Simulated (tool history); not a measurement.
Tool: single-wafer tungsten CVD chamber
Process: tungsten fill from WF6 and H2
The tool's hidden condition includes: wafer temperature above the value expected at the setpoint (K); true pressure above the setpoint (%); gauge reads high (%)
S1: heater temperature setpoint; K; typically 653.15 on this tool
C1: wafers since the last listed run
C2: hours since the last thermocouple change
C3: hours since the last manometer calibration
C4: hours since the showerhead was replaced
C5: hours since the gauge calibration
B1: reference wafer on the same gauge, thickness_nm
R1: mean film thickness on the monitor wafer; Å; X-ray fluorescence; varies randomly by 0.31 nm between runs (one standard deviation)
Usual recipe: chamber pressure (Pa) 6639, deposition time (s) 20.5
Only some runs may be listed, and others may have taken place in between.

run 1 day=0 | S1=653.15 chamber_pressure_(Pa)=6639 deposition_time_(s)=20.5 | C1=0 C2=1228.7 C3=2353.8 C4=3774.4 C5=107.5 | B1=48.042 | R1=566.81
run 2 day=1.196 | S1=653.15 chamber_pressure_(Pa)=6639 deposition_time_(s)=20.5 | C1=1206 C2=1257.4 C3=2382.5 C4=3803.1 C5=136.2 | B1=48.069 | R1=560.52
run 3 day=3.275 | S1=653.15 chamber_pressure_(Pa)=6639 deposition_time_(s)=20.5 | C1=2098 C2=1307.3 C3=2432.4 C4=3853 C5=186.1 | B1=48.099 | R1=561.44
run 4 day=4.796 | S1=653.15 chamber_pressure_(Pa)=6639 deposition_time_(s)=20.5 | C1=1534 C2=1343.8 C3=2468.9 C4=3889.5 C5=222.6 | B1=48.082 | R1=565.31
run 5 day=6.475 | S1=653.15 chamber_pressure_(Pa)=6639 deposition_time_(s)=20.5 | C1=1694 C2=1384.1 C3=2509.2 C4=3929.8 C5=262.9 | B1=48.147 | R1=570.55
run 6 day=8.554 | S1=653.15 chamber_pressure_(Pa)=6639 deposition_time_(s)=20.5 | C1=2098 C2=1434 C3=2559.1 C4=3979.7 C5=312.8 | B1=48.176 | R1=571.32
run 7 day=11.15 | S1=653.15 chamber_pressure_(Pa)=6639 deposition_time_(s)=20.5 | C1=2619 C2=1496.3 C3=2621.4 C4=4042 C5=375.1 | B1=48.043 | R1=574.75
run 8 day=13.2 | S1=653.15 chamber_pressure_(Pa)=6639 deposition_time_(s)=20.5 | C1=2068 C2=1545.5 C3=2670.6 C4=4091.2 C5=424.3 | B1=48.118 | R1=583.44
-- day=14.533 thermocouple changed; heater temperature recalibrated
run 9 day=14.792 | S1=653.15 chamber_pressure_(Pa)=6639 deposition_time_(s)=20.5 | C1=1269 C2=6.2 C3=2708.8 C4=4129.4 C5=462.5 | B1=48.135 | R1=533.84
run 10 day=16.854 | S1=649.15 chamber_pressure_(Pa)=6639 deposition_time_(s)=20.5 | C1=2081 C2=55.7 C3=2758.3 C4=4178.9 C5=512 | B1=48.119 | R1=497.18
-- day=18.883 capacitance manometer re-zeroed and calibrated
run 11 day=19.512 | S1=653.15 chamber_pressure_(Pa)=6639 deposition_time_(s)=20.5 | C1=2346 C2=119.5 C3=15.1 C4=4242.7 C5=575.8 | B1=48.16 | R1=535.92
-- day=21.929 gauge calibrated
run 12 day=22.062 | S1=660.15 chamber_pressure_(Pa)=8146 deposition_time_(s)=24.3 | C1=2573 C2=180.7 C3=76.3 C4=4303.9 C5=3.2 | B1=48.094 | R1=768.4
run 13 day=23.758 | S1=647.15 chamber_pressure_(Pa)=7479 deposition_time_(s)=19.1 | C1=1711 C2=221.4 C3=117 C4=4344.6 C5=43.9 | B1=48.088 | R1=464.46
run 14 day=26.125 | S1=661.15 chamber_pressure_(Pa)=5026 deposition_time_(s)=20.5 | C1=2388 C2=278.2 C3=173.8 C4=4401.4 C5=100.7 | B1=48.096 | R1=577.11
-- day=30.196 showerhead replaced
run 15 day=32.221 | S1=653.15 chamber_pressure_(Pa)=5160 deposition_time_(s)=20.5 | C1=5815 C2=424.5 C3=320.1 C4=48.6 C5=247 | B1=48.118 | R1=500.01
run 16 day=34.933 | S1=653.15 chamber_pressure_(Pa)=6639 deposition_time_(s)=20.5 | C1=2737 C2=489.6 C3=385.2 C4=113.7 C5=312.1 | B1=48.186 | R1=540.68
run 17 day=36.054 | S1=653.15 chamber_pressure_(Pa)=6639 deposition_time_(s)=20.5 | C1=1131 C2=516.5 C3=412.1 C4=140.6 C5=339 | B1=48.119 | R1=539.8
run 18 day=37.621 | S1=653.15 chamber_pressure_(Pa)=6639 deposition_time_(s)=21.8 | C1=1581 C2=554.1 C3=449.7 C4=178.2 C5=376.6 | B1=48.196 | R1=574.55
run 19 day=38.896 | S1=658.15 chamber_pressure_(Pa)=6639 deposition_time_(s)=18.6 | C1=1286 C2=584.7 C3=480.3 C4=208.8 C5=407.2 | B1=47.984 | R1=546.1
run 20 day=39.958 | S1=661.15 chamber_pressure_(Pa)=5026 deposition_time_(s)=20.5 | C1=1072 C2=610.2 C3=505.8 C4=234.3 C5=432.7 | B1=48.048 | R1=579.62
run 21 day=42.475 | S1=644.15 chamber_pressure_(Pa)=6639 deposition_time_(s)=20.5 | C1=2539 C2=670.6 C3=566.2 C4=294.7 C5=493.1 | B1=48.078 | R1=465.49

Hidden state at the last listed run before each entry between runs and at the first one after, where it differs:
Between runs 8 and 9: thermocouple changed; heater temperature recalibrated (day 14.533)
  wafer temperature above the value expected at the setpoint (K): 4.15 -> 0.169
  measured less the result without the state, R1: +41.2 -> +1.6 Å
Between runs 10 and 11: capacitance manometer re-zeroed and calibrated (day 18.883)
  wafer temperature above the value expected at the setpoint (K): 0.175 -> 0.197
  measured less the result without the state, R1: +1.58 -> +1.87 Å
Between runs 11 and 12: gauge calibrated (day 21.929)
  wafer temperature above the value expected at the setpoint (K): 0.197 -> 0.234
  measured less the result without the state, R1: +1.87 -> +3.11 Å
Between runs 14 and 15: showerhead replaced (day 30.196)
  wafer temperature above the value expected at the setpoint (K): 0.322 -> 0.526
  measured less the result without the state, R1: +3.22 -> +4.64 Å

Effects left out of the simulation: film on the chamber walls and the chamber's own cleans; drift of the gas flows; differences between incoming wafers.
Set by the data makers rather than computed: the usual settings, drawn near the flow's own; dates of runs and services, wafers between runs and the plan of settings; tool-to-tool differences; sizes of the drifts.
